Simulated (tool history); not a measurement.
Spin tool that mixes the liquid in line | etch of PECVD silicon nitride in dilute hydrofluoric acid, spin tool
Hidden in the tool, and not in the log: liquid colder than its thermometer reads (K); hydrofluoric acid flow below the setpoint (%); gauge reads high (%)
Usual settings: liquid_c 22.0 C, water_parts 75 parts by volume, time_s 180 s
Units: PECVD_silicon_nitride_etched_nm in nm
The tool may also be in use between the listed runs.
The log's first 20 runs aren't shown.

run      day  liquid_c  water_parts  time_s  wafers since the last listed run  hours since the thermometer was replaced  hours since the hydrofluoric acid flow meter was replaced  hours since the gauge calibration  read-back film thickness of the PECVD silicon nitride reference wafer, read on the same gauge (nm)  PECVD_silicon_nitride_etched_nm
 21   62.721      22.0           75     145                               471                                     605.1                                                      869.2                              658.3                                                                                             109.994                            2.888
 22   67.567      20.5           65     180                               724                                     721.4                                                      985.5                              774.6                                                                                             110.000                            3.694
 23   70.117      22.0           75     180                               381                                     782.6                                                     1046.7                              835.8                                                                                             109.986                            3.597
 24   72.225      18.0          105     105                               315                                     833.2                                                     1097.3                              886.4                                                                                             109.982                            1.148
 25   77.225      20.0           75     180                               747                                     953.2                                                     1217.3                             1006.4                                                                                             110.018                            3.141
 26   78.871      24.5           75     180                               245                                     992.7                                                     1256.8                             1045.9                                                                                             109.995                            4.273
 27   88.312      22.0           75     285                              1411                                    1219.3                                                     1483.4                             1272.5                                                                                             110.013                            5.700
 28   90.346      22.0           75     180                               303                                    1268.1                                                     1532.2                             1321.3                                                                                             110.004                            3.591
 29   94.408      20.0           75     180                               607                                    1365.6                                                     1629.7                             1418.8                                                                                             110.028                            3.123
 30   99.267      20.5           85     285                               726                                    1482.2                                                     1746.3                             1535.4                                                                                             110.003                            4.567
 31  103.533      19.0           35     270                               637                                    1584.6                                                     1848.7                             1637.8                                                                                             109.998                            9.229
 32  106.433      25.5          100     150                               433                                    1654.2                                                     1918.3                             1707.4                                                                                             110.004                            2.828

4 ways to go on from here, each from the tool as it stands after run 32. What would each give?
  A  106.454      22.0           75     270                                 3                                    1654.7                                                     1918.8                             1707.9                                                                                                   ?                                ?
  B  106.454      19.5           75     180                                 3                                    1654.7                                                     1918.8                             1707.9                                                                                                   ?                                ?
  C  106.454      22.0           50     150                                 3                                    1654.7                                                     1918.8                             1707.9                                                                                                   ?                                ?
  D  106.454      22.0           45     105                                 3                                    1654.7                                                     1918.8                             1707.9                                                                                                   ?                                ?

run  read-back film thickness of the PECVD silicon nitride reference wafer, read on the same gauge (nm)  PECVD_silicon_nitride_etched_nm
  A                                                                                             109.982                            5.386
  B                                                                                             109.982                            3.026
  C                                                                                             109.982                            4.448
  D                                                                                             109.982                            3.451
Without the tool's hidden state the same runs would have given:
run  PECVD_silicon_nitride_etched_nm
  A                            5.386
  B                            3.026
  C                            4.448
  D                            3.451
